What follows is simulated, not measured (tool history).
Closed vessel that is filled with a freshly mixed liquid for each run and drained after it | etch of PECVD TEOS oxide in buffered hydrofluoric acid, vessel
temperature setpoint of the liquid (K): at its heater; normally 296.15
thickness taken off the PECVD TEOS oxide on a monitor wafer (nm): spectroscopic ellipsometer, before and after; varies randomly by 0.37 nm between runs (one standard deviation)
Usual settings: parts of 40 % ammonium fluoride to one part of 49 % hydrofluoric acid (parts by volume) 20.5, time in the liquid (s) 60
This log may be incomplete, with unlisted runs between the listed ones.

run    hour  temperature setpoint of the liquid (K)  parts of 40 % ammonium fluoride to one part of 49 % hydrofluoric acid (parts by volume)  time in the liquid (s)  wafers since the last listed run  hours since the thermometer was replaced  hours since the hydrofluoric acid flow meter was replaced  hours since the gauge calibration  read-back film thickness of the PECVD TEOS oxide reference wafer, read on the same gauge (nm)  thickness taken off the PECVD TEOS oxide on a monitor wafer (nm)
  1       0                                  296.15                                                                                     20.5                      60                                 0                                      1408                                                      153.7                              971.4                                                                                          97.64                                                             62.67
  2    64.1                                  296.15                                                                                     17.5                      60                              9290                                    1472.1                                                      217.8                             1035.5                                                                                          97.44                                                             72.25
  3   112.7                                  296.15                                                                                     17.5                      60                              7044                                    1520.7                                                      266.4                             1084.1                                                                                          97.35                                                             71.97
  4   195.6                                  296.15                                                                                     17.5                      60                             12015                                    1603.6                                                      349.3                               1167                                                                                          97.06                                                             71.65
      254.4  -- hydrofluoric acid flow meter replaced
  5   255.7                                  296.15                                                                                     20.5                      60                              8566                                    1663.7                                                        1.3                             1227.1                                                                                          96.95                                                             62.19
  6   316.3                                  296.15                                                                                     20.5                      60                              8783                                    1724.3                                                       61.9                             1287.7                                                                                          96.84                                                             61.48
  7   403.2                                  296.15                                                                                     20.5                      60                             12595                                    1811.2                                                      148.8                             1374.6                                                                                          96.59                                                             61.13
  8   474.2                                  296.15                                                                                     20.5                      60                             10290                                    1882.2                                                      219.8                             1445.6                                                                                          96.38                                                             61.23
  9   581.7                                  296.15                                                                                     20.5                      60                             15581                                    1989.7                                                      327.3                             1553.1                                                                                          96.12                                                             61.27
      677.2  -- hydrofluoric acid flow meter replaced
 10   688.7                                  296.15                                                                                     20.5                      60                             15363                                    2096.7                                                       11.5                             1660.1                                                                                          95.83                                                             61.49
      701.2  -- gauge calibrated
 11     735                                  298.15                                                                                       13                      70                              6710                                      2143                                                       57.8                               33.8                                                                                          99.56                                                            127.77
 12   818.1                                  294.65                                                                                       18                      30                             12044                                    2226.1                                                      140.9                              116.9                                                                                          99.31                                                             33.09
      823.1  -- thermometer replaced
 13   879.1                                  292.15                                                                                     15.5                      30                              8696                                        56                                                      201.9                              177.9                                                                                          99.18                                                             32.92
 14   981.1                                  296.15                                                                                     20.5                      60                             14784                                       158                                                      303.9                              279.9                                                                                          98.95                                                             63.02
 15    1053                                  292.15                                                                                     14.5                      70                             10421                                     229.9                                                      375.8                              351.8                                                                                          98.75                                                             82.29
     1097.9  -- hydrofluoric acid flow meter replaced
 16  1267.4                                  296.15                                                                                     20.5                      45                             30930                                     444.3                                                      169.5                              566.2                                                                                          98.18                                                             46.65
 17    1342                                  296.15                                                                                       13                      40                             10812                                     518.9                                                      244.1                              640.8                                                                                          97.98                                                             64.46
 18  1388.8                                  293.65                                                                                     20.5                      90                              6783                                     565.7                                                      290.9                              687.6                                                                                          97.88                                                             81.64
 19    1441                                  299.65                                                                                     15.5                      30                              7566                                     617.9                                                      343.1                              739.8                                                                                          97.78                                                              48.9
     1589.9  -- hydrofluoric acid flow meter replaced
 20  1595.6                                  296.15                                                                                     20.5                      60                             22263                                     772.5                                                        5.7                              894.4                                                                                          97.33                                                             62.21
 21  1678.1                                  300.15                                                                                       25                      60                             11957                                       855                                                       88.2                              976.9                                                                                          97.16                                                             67.45

Measured less the same run without the tool's hidden state. The same run-to-run variation is in both; the gauge's scatter may not be:
Hidden conditions of the tool in this case: liquid hotter than its thermometer reads (K); hydrofluoric acid flow below the setpoint (%); gauge reads high (%).
run  thickness taken off the PECVD TEOS oxide on a monitor wafer (nm)
  1                                                             -1.53
  2                                                             -1.88
  3                                                             -1.97
  4                                                             -2.12
  5                                                             -1.94
  6                                                             -2.03
  7                                                             -2.16
  8                                                             -2.29
  9                                                             -2.47
 10                                                             -2.67
 11                                                             -0.55
 12                                                             -0.22
 13                                                             -0.27
 14                                                             -0.67
 15                                                             -1.04
 16                                                             -0.86
 17                                                             -1.31
 18                                                             -1.76
 19                                                             -1.13
 20                                                             -1.69
 21                                                             -1.98
